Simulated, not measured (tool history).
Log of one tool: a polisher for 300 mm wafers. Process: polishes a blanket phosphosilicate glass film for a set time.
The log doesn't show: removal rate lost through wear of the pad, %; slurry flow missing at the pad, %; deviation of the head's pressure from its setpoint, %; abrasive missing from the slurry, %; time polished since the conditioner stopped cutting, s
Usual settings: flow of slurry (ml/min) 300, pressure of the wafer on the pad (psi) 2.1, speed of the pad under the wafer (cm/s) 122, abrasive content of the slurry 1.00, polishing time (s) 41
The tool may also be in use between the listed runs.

run     day  flow of slurry (ml/min)  pressure of the wafer on the pad (psi)  speed of the pad under the wafer (cm/s)  abrasive content of the slurry  polishing time (s)  wafers since the last listed run  wafers polished on this pad  hours since the slurry nozzle was cleaned  hours since the head pressure was calibrated  hours since the slurry blender was calibrated  hours since the conditioning disc was replaced  incoming thickness of the incoming film, nm  film removed (nm)
  1   0.000                      300                                     2.1                                      122                            1.00                  41                                 0                          192                                      384.8                                        1384.6                                           54.8                                            35.0                                       2397.2              321.5
  2   0.421                      300                                     2.1                                      122                            1.00                  41                               133                          325                                      394.9                                        1394.7                                           64.9                                            45.1                                       2430.2              308.6
  3   1.158                      380                                     2.1                                      122                            1.10                  41                               233                          559                                      412.6                                        1412.4                                           82.6                                            62.8                                       2435.6              333.1
  4   1.421                      300                                     2.1                                      122                            0.80                  41                                83                          642                                      418.9                                        1418.7                                           88.9                                            69.1                                       2398.9              283.1
  5   2.012                      300                                     2.4                                       90                            1.00                  41                               187                          829                                      433.1                                        1432.9                                          103.1                                            83.3                                       2427.5              273.9
  6   2.675                      300                                     2.1                                      122                            1.00                  41                               209                         1038                                      449.0                                        1448.8                                          119.0                                            99.2                                       2394.6              300.7
  7   3.192                      300                                     2.1                                       98                            1.00                  36                               163                         1202                                      461.4                                        1461.2                                          131.4                                           111.6                                       2397.5              224.2
  8   3.512                      235                                     1.8                                       94                            1.20                  41                               101                         1303                                      469.1                                        1468.9                                          139.1                                           119.3                                       2420.1              221.2
  9   3.908                      300                                     1.5                                      122                            1.00                  41                               125                         1429                                      478.6                                        1478.4                                          148.6                                           128.8                                       2454.9              218.6
      4.196  -- worn pad replaced by a new one
 10   4.571                      300                                     2.1                                      108                            1.00                  41                               156                          118                                      494.5                                        1494.3                                          164.5                                           144.7                                       2447.6              271.8
      5.175  -- slurry nozzle cleaned
 11   5.246                      300                                     2.4                                       80                            0.90                  52                               200                          318                                        1.7                                        1510.5                                          180.7                                           160.9                                       2450.7              290.3
      5.367  -- head pressure recalibrated
 12   5.608                      300                                     1.6                                      162                            1.00                  41                                88                          407                                       10.4                                           5.8                                          189.4                                           169.6                                       2424.1              278.5
 13   6.038                      270                                     1.7                                      122                            1.00                  41                               135                          543                                       20.7                                          16.1                                          199.7                                           179.9                                       2455.1              240.1
 14   6.762                      300                                     2.1                                      122                            0.85                  41                               229                          772                                       38.1                                          33.5                                          217.1                                           197.3                                       2392.3              271.0
      7.625  -- slurry blender recalibrated
 15   8.779                      365                                     2.1                                      122                            1.00                  52                               611                         1383                                       86.5                                          81.9                                           27.7                                           245.7                                       2431.2              421.7
      9.221  -- worn pad replaced by a new one
 16   9.271                      300                                     2.1                                      122                            1.20                  41                               102                           15                                       98.3                                          93.7                                           39.5                                           257.5                                       2390.7              345.5
 17   9.958                      300                                     2.1                                      122                            0.75                  41                               217                          232                                      114.8                                         110.2                                           56.0                                           274.0                                       2393.4              283.5
 18  10.408                      300                                     2.8                                       80                            1.20                  54                               142                          375                                      125.6                                         121.0                                           66.8                                           284.8                                       2420.6              418.1
 19  10.800                      245                                     2.1                                      110                            1.30                  37                               123                          498                                      135.0                                         130.4                                           76.2                                           294.2                                       2410.9              280.4
 20  11.171                      300                                     2.1                                      122                            1.00                  41                               117                          616                                      143.9                                         139.3                                           85.1                                           303.1                                       2423.5              316.2
 21  11.662                      300                                     2.1                                      122                            1.00                  41                               155                          771                                      155.7                                         151.1                                           96.9                                           314.9                                       2415.4              307.5
 22  11.967                      300                                     2.1                                      122                            0.75                  41                                96                          867                                      163.0                                         158.4                                          104.2                                           322.2                                       2443.3              268.8

Forecast run 23:
     12.454  -- conditioning disc replaced and pad reconditioned
 23  12.475                      390                                     1.5                                       90                            1.30                  41                               134                         1002                                      175.2                                         170.6                                          116.4                                             0.5                                       2429.5                  ?

{"run 23": {"film removed (nm)": 198.9}}
Without the tool's hidden state the same run would have given film removed (nm) 209.7.
